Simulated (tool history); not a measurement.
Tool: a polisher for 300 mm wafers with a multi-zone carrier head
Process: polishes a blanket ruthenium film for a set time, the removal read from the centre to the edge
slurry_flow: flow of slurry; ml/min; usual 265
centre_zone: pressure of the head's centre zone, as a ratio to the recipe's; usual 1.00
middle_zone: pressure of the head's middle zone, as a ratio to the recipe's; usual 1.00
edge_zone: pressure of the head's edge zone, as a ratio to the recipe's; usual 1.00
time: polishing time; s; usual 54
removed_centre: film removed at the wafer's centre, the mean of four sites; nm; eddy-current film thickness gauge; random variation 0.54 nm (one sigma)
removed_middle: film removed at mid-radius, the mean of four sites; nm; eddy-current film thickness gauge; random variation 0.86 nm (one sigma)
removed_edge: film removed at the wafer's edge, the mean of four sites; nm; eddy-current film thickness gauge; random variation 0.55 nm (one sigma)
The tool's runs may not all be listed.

run,hour,slurry_flow,centre_zone,middle_zone,edge_zone,time,"incoming thickness of the incoming film, nm",removed_centre,removed_middle,removed_edge
1,0.0,265,1.00,1.00,1.00,54,461.4,80.9,81.9,82.1
2,17.2,265,1.00,0.92,1.00,54,466.4,81.4,77.0,82.5
3,26.6,265,1.00,0.92,1.00,54,473.4,81.4,76.8,83.4
4,40.6,265,1.00,0.92,1.00,54,480.6,81.4,78.0,83.1
5,55.9,265,1.00,1.00,1.00,54,475.6,80.8,82.1,84.1
6,69.4,265,1.00,1.00,1.00,54,465.8,80.5,83.1,82.9
7,82.0,265,1.00,1.06,1.00,54,465.9,80.9,86.1,82.7
# hour 91.1: worn pad replaced by a new one
8,95.5,265,1.00,1.00,1.08,54,469.0,81.2,82.6,85.8
# hour 101.8: slurry nozzle cleaned
9,108.4,265,1.00,1.00,1.08,54,469.3,80.9,81.7,85.8
10,114.5,265,1.00,1.00,1.00,54,470.9,80.9,83.0,82.8
# hour 119.6: edge zone pressure recalibrated
11,125.5,265,1.00,1.00,1.00,64,475.7,95.1,97.9,99.3
12,143.3,265,1.00,1.00,1.00,54,474.4,82.3,82.3,83.2
13,154.4,335,0.92,0.89,1.07,54,471.5,76.1,77.9,87.6
# hour 162.7: centre zone pressure recalibrated
# hour 178.6: worn pad replaced by a new one
# hour 192.9: carrier head's membrane replaced by a new one
14,193.4,295,0.95,1.00,1.00,47,466.0,67.4,73.9,71.8
15,199.8,265,1.00,1.00,1.00,54,463.9,80.5,81.7,83.9
16,211.3,265,1.00,1.00,1.00,54,476.5,81.3,82.0,83.0
17,220.0,265,1.00,1.00,1.00,54,471.0,80.9,81.5,82.7
18,226.7,305,1.00,1.00,1.00,54,467.5,81.8,83.3,82.7
19,235.3,265,1.00,0.95,1.00,54,470.7,81.6,79.5,82.8
20,244.5,265,1.04,0.95,1.00,44,468.0,68.9,64.2,68.1
21,260.7,320,1.00,1.00,1.00,54,469.7,82.4,84.1,82.9
22,271.2,265,1.00,1.00,1.00,67,478.3,101.6,102.8,103.2

5 ways to go on from here, each from the tool as it stands after run 22. What would each give?
A,271.6,265,1.00,1.00,1.00,54,471.4,?,?,?
B,271.6,265,1.09,1.00,1.00,54,471.4,?,?,?
C,271.6,175,0.96,1.00,1.00,54,471.4,?,?,?
D,271.6,235,1.00,0.89,1.09,54,471.4,?,?,?
E,271.6,265,0.97,0.94,1.00,54,471.4,?,?,?

run,removed_centre,removed_middle,removed_edge
A,80.6,81.5,82.9
B,87.8,81.5,82.9
C,73.4,77.8,80.1
D,79.4,73.1,85.9
E,78.1,77.4,83.0
Without the tool's hidden state the same runs would have given:
run,removed_centre,removed_middle,removed_edge
A,80.6,81.5,82.9
B,87.8,81.5,82.9
C,73.4,77.8,80.1
D,79.4,73.1,85.9
E,78.1,77.4,83.0
